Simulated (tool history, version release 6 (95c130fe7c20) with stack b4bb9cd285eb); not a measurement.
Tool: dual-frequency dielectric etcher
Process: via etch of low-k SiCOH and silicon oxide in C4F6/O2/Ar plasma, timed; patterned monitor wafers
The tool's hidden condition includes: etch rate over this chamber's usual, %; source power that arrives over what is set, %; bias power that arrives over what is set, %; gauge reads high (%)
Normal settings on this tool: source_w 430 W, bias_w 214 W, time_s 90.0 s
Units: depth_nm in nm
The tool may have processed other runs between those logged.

run	hour	source_w	bias_w	time_s	wafers since the last listed run	hours since the last wet clean	hours since the last source power generator calibration	hours since the last bias power generator calibration	hours since the last upper electrode change	hours since the gauge calibration	read-back reference wafer on the same gauge, depth_nm	depth_nm
1	0.0	490	214	73.5	0	301.5	3635.4	2757.3	4263.3	33.7	275.7	246.7
2	15.1	490	214	73.5	174	316.6	3650.5	2772.4	4278.4	48.8	275.7	247.9
3	25.0	430	214	90.0	114	326.5	3660.4	2782.3	4288.3	58.7	275.6	288.8
4	40.0	430	214	90.0	172	341.5	3675.4	2797.3	4303.3	73.7	275.6	289.2
5	57.1	430	214	90.0	197	358.6	3692.5	2814.4	4320.4	90.8	276.2	286.1
6	64.2	430	214	90.0	81	365.7	3699.6	2821.5	4327.5	97.9	276.1	288.3
7	77.0	430	200	90.0	147	378.5	3712.4	2834.3	4340.3	110.7	275.9	281.2
8	94.9	430	200	90.0	206	396.4	3730.3	2852.2	4358.2	128.6	275.7	283.3
9	101.2	430	200	90.0	72	402.7	3736.6	2858.5	4364.5	134.9	275.9	280.7
# hour 125.6: wet clean of the chamber
10	126.1	360	214	90.0	10	0.5	3761.5	2883.4	4389.4	159.8	275.9	267.8
11	126.4	360	214	90.0	3	0.8	3761.8	2883.7	4389.7	160.1	276.2	266.4
12	130.6	480	254	90.0	48	5.0	3766.0	2887.9	4393.9	164.3	276.0	322.8
13	145.1	510	188	102.0	167	19.5	3780.5	2902.4	4408.4	178.8	275.6	333.7
14	161.9	540	268	113.0	193	36.3	3797.3	2919.2	4425.2	195.6	276.4	436.2
# hour 169.8: source power generator calibrated
15	176.4	530	267	90.0	121	50.8	6.6	2933.7	4439.7	210.1	275.5	342.8
# hour 182.6: bias power generator calibrated
16	184.0	490	161	75.0	41	58.4	14.2	1.4	4447.3	217.7	276.2	228.0
# hour 203.0: gauge calibrated
# hour 208.4: upper electrode replaced
17	208.9	430	214	71.0	10	83.3	39.1	26.3	0.5	5.9	275.8	227.5
18	209.2	430	214	90.0	3	83.6	39.4	26.6	0.8	6.2	275.9	290.0
19	219.1	430	261	63.0	114	93.5	49.3	36.5	10.7	16.1	275.8	220.8
20	234.2	430	214	90.0	174	108.6	64.4	51.6	25.8	31.2	276.2	287.9
21	241.1	520	163	90.0	79	115.5	71.3	58.5	32.7	38.1	275.7	280.3
22	250.5	360	178	90.0	108	124.9	80.7	67.9	42.1	47.5	275.7	247.6
23	264.4	430	214	90.0	160	138.8	94.6	81.8	56.0	61.4	275.7	287.8
24	272.1	480	214	90.0	88	146.5	102.3	89.5	63.7	69.1	276.2	303.0
25	278.2	530	214	100.5	70	152.6	108.4	95.6	69.8	75.2	276.4	353.2
26	293.8	350	175	109.0	179	168.2	124.0	111.2	85.4	90.8	276.2	293.6
27	302.7	500	214	90.0	102	177.1	132.9	120.1	94.3	99.7	276.1	307.8
28	309.7	490	214	73.5	80	184.1	139.9	127.1	101.3	106.7	275.9	247.0
29	321.3	430	214	99.0	133	195.7	151.5	138.7	112.9	118.3	275.9	318.8

Describe how what the log doesn't record of the tool's condition differs between the last listed run preceding each entry between runs and the first listed run following it.
Runs 9 to 10: wet clean of the chamber (hour 125.6)
  no difference in the tool's unlogged condition between these two runs
Runs 14 to 15: source power generator calibrated (hour 169.8)
  no difference in the tool's unlogged condition between these two runs
Runs 15 to 16: bias power generator calibrated (hour 182.6)
  no difference in the tool's unlogged condition between these two runs
Runs 16 to 17: gauge calibrated (hour 203.0); upper electrode replaced (hour 208.4)
  no difference in the tool's unlogged condition between these two runs
